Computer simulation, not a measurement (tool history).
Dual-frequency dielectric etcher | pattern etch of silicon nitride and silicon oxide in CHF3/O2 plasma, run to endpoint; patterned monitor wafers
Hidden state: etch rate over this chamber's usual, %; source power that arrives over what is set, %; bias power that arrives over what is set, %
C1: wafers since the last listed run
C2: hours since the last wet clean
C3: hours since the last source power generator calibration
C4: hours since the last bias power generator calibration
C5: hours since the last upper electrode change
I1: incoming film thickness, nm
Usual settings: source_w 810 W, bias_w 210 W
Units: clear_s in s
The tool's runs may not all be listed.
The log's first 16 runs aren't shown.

{"run": 17, "day": 7.117, "source_w": 670, "bias_w": 233, "C1": 75, "C2": 9.4, "C3": 3304.2, "C4": 4533.8, "C5": 6159, "I1": 174.3, "clear_s": 103}
{"run": 18, "day": 7.55, "source_w": 810, "bias_w": 210, "C1": 96, "C2": 19.8, "C3": 3314.6, "C4": 4544.2, "C5": 6169.4, "I1": 174, "clear_s": 97.9}
{"run": 19, "day": 7.879, "source_w": 760, "bias_w": 256, "C1": 73, "C2": 27.7, "C3": 3322.5, "C4": 4552.1, "C5": 6177.3, "I1": 176.1, "clear_s": 94.9}
{"run": 20, "day": 8.183, "source_w": 720, "bias_w": 165, "C1": 67, "C2": 35, "C3": 3329.8, "C4": 4559.4, "C5": 6184.6, "I1": 174, "clear_s": 116}
{"day": 8.654, "done": "source power generator calibrated"}
{"run": 21, "day": 8.717, "source_w": 680, "bias_w": 248, "C1": 81, "C2": 47.8, "C3": 1.5, "C4": 4572.2, "C5": 6197.4, "I1": 174.6, "clear_s": 98.8}
{"day": 10.233, "done": "upper electrode replaced"}
{"run": 22, "day": 10.254, "source_w": 810, "bias_w": 210, "C1": 119, "C2": 84.7, "C3": 38.4, "C4": 4609.1, "C5": 0.5, "I1": 173.8, "clear_s": 98.9}
{"run": 23, "day": 10.267, "source_w": 630, "bias_w": 180, "C1": 2, "C2": 85, "C3": 38.7, "C4": 4609.4, "C5": 0.8, "I1": 177.2, "clear_s": 120.1}
{"run": 24, "day": 10.388, "source_w": 960, "bias_w": 161, "C1": 26, "C2": 87.9, "C3": 41.6, "C4": 4612.3, "C5": 3.7, "I1": 172, "clear_s": 100.1}
{"run": 25, "day": 10.667, "source_w": 810, "bias_w": 210, "C1": 62, "C2": 94.6, "C3": 48.3, "C4": 4619, "C5": 10.4, "I1": 173.3, "clear_s": 98.3}

Forecast run 26:
{"day": 11.296, "done": "bias power generator calibrated"}
{"run": 26, "day": 11.342, "source_w": 750, "bias_w": 210, "C1": 113, "C2": 110.8, "C3": 64.5, "C4": 1.1, "C5": 26.6, "I1": 174, "clear_s": "?"}

clear_s: 101.2 s
Without the tool's hidden state the same run would have given clear_s 102.3 s.

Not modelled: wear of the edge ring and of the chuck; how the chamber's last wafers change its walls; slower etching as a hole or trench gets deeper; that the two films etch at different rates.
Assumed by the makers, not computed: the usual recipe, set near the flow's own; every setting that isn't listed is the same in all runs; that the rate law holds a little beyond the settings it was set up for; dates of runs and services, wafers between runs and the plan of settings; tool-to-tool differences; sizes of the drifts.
